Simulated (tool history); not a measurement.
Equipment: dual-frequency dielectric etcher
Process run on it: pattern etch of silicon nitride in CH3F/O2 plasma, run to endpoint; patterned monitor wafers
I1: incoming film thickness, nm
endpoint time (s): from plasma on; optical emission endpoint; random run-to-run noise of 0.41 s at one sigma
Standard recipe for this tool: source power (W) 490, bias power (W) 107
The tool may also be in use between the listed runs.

{"run": 1, "day": 0.0, "source power (W)": 490, "bias power (W)": 107, "I1": 54.5, "endpoint time (s)": 46.8}
{"run": 2, "day": 0.504, "source power (W)": 490, "bias power (W)": 107, "I1": 54.9, "endpoint time (s)": 47}
{"run": 3, "day": 1.029, "source power (W)": 410, "bias power (W)": 107, "I1": 54.5, "endpoint time (s)": 50.9}
{"run": 4, "day": 1.754, "source power (W)": 410, "bias power (W)": 107, "I1": 54.3, "endpoint time (s)": 51.2}
{"run": 5, "day": 2.283, "source power (W)": 560, "bias power (W)": 107, "I1": 54.3, "endpoint time (s)": 43.3}
{"run": 6, "day": 3.012, "source power (W)": 560, "bias power (W)": 107, "I1": 54.4, "endpoint time (s)": 42.7}
{"run": 7, "day": 3.512, "source power (W)": 490, "bias power (W)": 107, "I1": 54.9, "endpoint time (s)": 47.7}
{"day": 4.704, "done": "upper electrode replaced, of another model than before"}
{"run": 8, "day": 4.725, "source power (W)": 490, "bias power (W)": 107, "I1": 54.3, "endpoint time (s)": 46.7}
{"run": 9, "day": 4.742, "source power (W)": 490, "bias power (W)": 107, "I1": 54.6, "endpoint time (s)": 46.3}
{"run": 10, "day": 5.054, "source power (W)": 540, "bias power (W)": 107, "I1": 54.1, "endpoint time (s)": 44.9}
{"day": 6.075, "done": "source power generator calibrated"}
{"day": 6.225, "done": "wet clean of the chamber"}
{"run": 11, "day": 6.246, "source power (W)": 490, "bias power (W)": 107, "I1": 54.1, "endpoint time (s)": 47.9}
{"run": 12, "day": 6.258, "source power (W)": 440, "bias power (W)": 107, "I1": 54.7, "endpoint time (s)": 50.7}
{"run": 13, "day": 6.758, "source power (W)": 490, "bias power (W)": 107, "I1": 54.7, "endpoint time (s)": 48.5}
{"run": 14, "day": 7.4, "source power (W)": 490, "bias power (W)": 107, "I1": 54.3, "endpoint time (s)": 47.7}
{"run": 15, "day": 8.046, "source power (W)": 490, "bias power (W)": 107, "I1": 54.8, "endpoint time (s)": 47.8}
{"run": 16, "day": 8.396, "source power (W)": 540, "bias power (W)": 132, "I1": 54.6, "endpoint time (s)": 44.8}
{"run": 17, "day": 9.038, "source power (W)": 490, "bias power (W)": 107, "I1": 53.9, "endpoint time (s)": 47.5}
{"run": 18, "day": 11.025, "source power (W)": 490, "bias power (W)": 81, "I1": 54.7, "endpoint time (s)": 50.6}
{"run": 19, "day": 11.625, "source power (W)": 590, "bias power (W)": 132, "I1": 53.4, "endpoint time (s)": 41.9}
{"run": 20, "day": 12.229, "source power (W)": 490, "bias power (W)": 107, "I1": 54.4, "endpoint time (s)": 48}
{"run": 21, "day": 12.842, "source power (W)": 560, "bias power (W)": 107, "I1": 54.3, "endpoint time (s)": 44.9}
{"day": 14.621, "done": "bias power generator calibrated"}
{"run": 22, "day": 14.762, "source power (W)": 400, "bias power (W)": 107, "I1": 54.1, "endpoint time (s)": 50.1}
{"run": 23, "day": 15.338, "source power (W)": 590, "bias power (W)": 127, "I1": 54.2, "endpoint time (s)": 42.4}
{"run": 24, "day": 15.8, "source power (W)": 580, "bias power (W)": 90, "I1": 54.4, "endpoint time (s)": 46.1}
{"run": 25, "day": 16.504, "source power (W)": 490, "bias power (W)": 90, "I1": 54.5, "endpoint time (s)": 49.4}
{"run": 26, "day": 17.246, "source power (W)": 490, "bias power (W)": 107, "I1": 54.7, "endpoint time (s)": 47.6}
{"run": 27, "day": 17.608, "source power (W)": 530, "bias power (W)": 122, "I1": 55, "endpoint time (s)": 44.7}
{"run": 28, "day": 18.358, "source power (W)": 490, "bias power (W)": 107, "I1": 54.2, "endpoint time (s)": 46.8}
{"run": 29, "day": 18.983, "source power (W)": 490, "bias power (W)": 107, "I1": 54.7, "endpoint time (s)": 46.6}
{"run": 30, "day": 19.317, "source power (W)": 490, "bias power (W)": 107, "I1": 53.9, "endpoint time (s)": 46.6}
{"run": 31, "day": 19.733, "source power (W)": 540, "bias power (W)": 92, "I1": 54.5, "endpoint time (s)": 47.4}
{"run": 32, "day": 20.329, "source power (W)": 570, "bias power (W)": 95, "I1": 54.1, "endpoint time (s)": 45.1}
{"run": 33, "day": 20.892, "source power (W)": 450, "bias power (W)": 107, "I1": 54.4, "endpoint time (s)": 48.1}
{"run": 34, "day": 21.312, "source power (W)": 490, "bias power (W)": 107, "I1": 54.3, "endpoint time (s)": 46.3}
{"run": 35, "day": 21.821, "source power (W)": 550, "bias power (W)": 87, "I1": 54.3, "endpoint time (s)": 47.8}
{"run": 36, "day": 22.258, "source power (W)": 520, "bias power (W)": 128, "I1": 54.2, "endpoint time (s)": 43.8}

Exercise: give the hidden state of the tool at every run:
source power that arrives over what is set, %: 0 at every run
bias power that arrives over what is set, %: 0 at every run
H1: etch rate over this chamber's usual, %
run=1 H1=2.57
run=2 H1=2.64
run=3 H1=2.72
run=4 H1=2.84
run=5 H1=2.92
run=6 H1=3.03
run=7 H1=3.11
run=8 H1=3.29
run=9 H1=3.3
run=10 H1=3.34
run=11 H1=-0.567
run=12 H1=-0.565
run=13 H1=-0.488
run=14 H1=-0.39
run=15 H1=-0.29
run=16 H1=-0.237
run=17 H1=-0.138
run=18 H1=0.167
run=19 H1=0.259
run=20 H1=0.352
run=21 H1=0.446
run=22 H1=0.742
run=23 H1=0.83
run=24 H1=0.901
run=25 H1=1.01
run=26 H1=1.12
run=27 H1=1.18
run=28 H1=1.29
run=29 H1=1.39
run=30 H1=1.44
run=31 H1=1.51
run=32 H1=1.6
run=33 H1=1.68
run=34 H1=1.75
run=35 H1=1.83
run=36 H1=1.89
